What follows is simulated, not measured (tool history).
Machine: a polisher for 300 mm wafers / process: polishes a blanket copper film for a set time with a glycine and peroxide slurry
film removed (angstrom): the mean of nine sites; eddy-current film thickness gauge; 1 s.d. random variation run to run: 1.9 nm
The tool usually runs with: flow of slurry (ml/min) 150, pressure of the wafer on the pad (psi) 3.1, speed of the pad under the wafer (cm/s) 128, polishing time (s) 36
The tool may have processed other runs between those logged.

run	hour	flow of slurry (ml/min)	pressure of the wafer on the pad (psi)	speed of the pad under the wafer (cm/s)	polishing time (s)	incoming thickness of the incoming film, nm	film removed (angstrom)
1	0.0	150	3.1	128	43	923.5	3001
2	14.6	150	3.1	128	43	927.5	2976
3	40.8	150	3.1	140	36	925.7	2621
4	70.7	150	3.1	140	36	917.0	2567
# hour 89.8: worn pad replaced by a new one
5	90.3	150	3.1	140	36	905.1	2645
6	167.7	150	3.1	128	36	919.5	2427
7	185.4	150	3.1	128	36	928.8	2369
8	199.7	150	3.1	128	36	916.2	2332
# hour 215.5: worn pad replaced by a new one
# hour 227.1: head pressure recalibrated
9	230.5	150	3.1	128	36	912.5	2489
10	263.6	170	3.1	128	31	929.5	2176
11	293.5	150	2.3	128	36	923.0	1896
# hour 317.4: slurry nozzle cleaned
12	323.6	110	3.7	116	28	936.1	1916
13	343.3	150	3.1	128	43	921.1	2907
# hour 353.1: worn pad replaced by a new one
14	363.3	150	3.1	128	36	919.4	2538
15	396.4	150	3.1	98	45	923.8	2497
16	416.9	125	3.1	128	31	924.3	2032
17	441.2	150	3.1	128	26	915.2	1738
18	471.8	150	2.0	94	36	912.7	1330

Forecast each of these 3 alternatives for the next run:
A	472.2	150	3.1	128	36	933.3	?
B	472.2	150	3.1	112	36	933.3	?
C	472.2	150	3.1	96	36	933.3	?

run	film removed (angstrom)
A	2366
B	2109
C	1851
What these runs would have given with no unlogged condition in the tool:
run	film removed (angstrom)
A	2623
B	2337
C	2052
